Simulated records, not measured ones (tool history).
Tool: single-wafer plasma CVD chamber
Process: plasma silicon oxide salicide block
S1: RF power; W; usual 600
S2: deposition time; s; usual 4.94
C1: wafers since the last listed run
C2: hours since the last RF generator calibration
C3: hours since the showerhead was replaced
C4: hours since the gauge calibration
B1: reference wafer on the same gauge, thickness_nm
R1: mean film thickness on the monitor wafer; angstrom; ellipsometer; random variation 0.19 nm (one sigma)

run,hour,S1,S2,C1,C2,C3,C4,B1,R1
1,0,600,4.94,0,448.9,4221.6,367.4,38.4,476.99
2,24.6,600,4.94,600,473.5,4246.2,392,38.437,477.57
3,89.7,600,4.94,1588,538.6,4311.3,457.1,38.359,474.69
4,124.8,640,4.94,856,573.7,4346.4,492.2,38.395,486.36
5,161.4,600,5.53,893,610.3,4383,528.8,38.422,528.67
6,186.7,600,5.53,617,635.6,4408.3,554.1,38.402,530.11
7,381.8,600,4.94,4760,830.7,4603.4,749.2,38.403,469.33
# hour 390.7: gauge calibrated
8,417.4,600,4.94,868,866.3,4639,26.7,38.374,471.04
# hour 437: RF generator calibrated
9,448.5,600,4.94,563,11.5,4670.1,57.8,38.486,478.34
10,496.1,600,4.94,1161,59.1,4717.7,105.4,38.34,481.3
11,554.2,600,4.94,1417,117.2,4775.8,163.5,38.383,475.66
12,581.8,560,4.94,673,144.8,4803.4,191.1,38.39,467.52
13,615.9,560,4.94,832,178.9,4837.5,225.2,38.338,466.29

Run 14 comes next. What will it give?
14,674.9,600,4.94,1439,237.9,4896.5,284.2,?,?

B1: 38.37
R1: 478.1 angstrom
Without the tool's hidden state the same run would have given R1 480.48 angstrom.
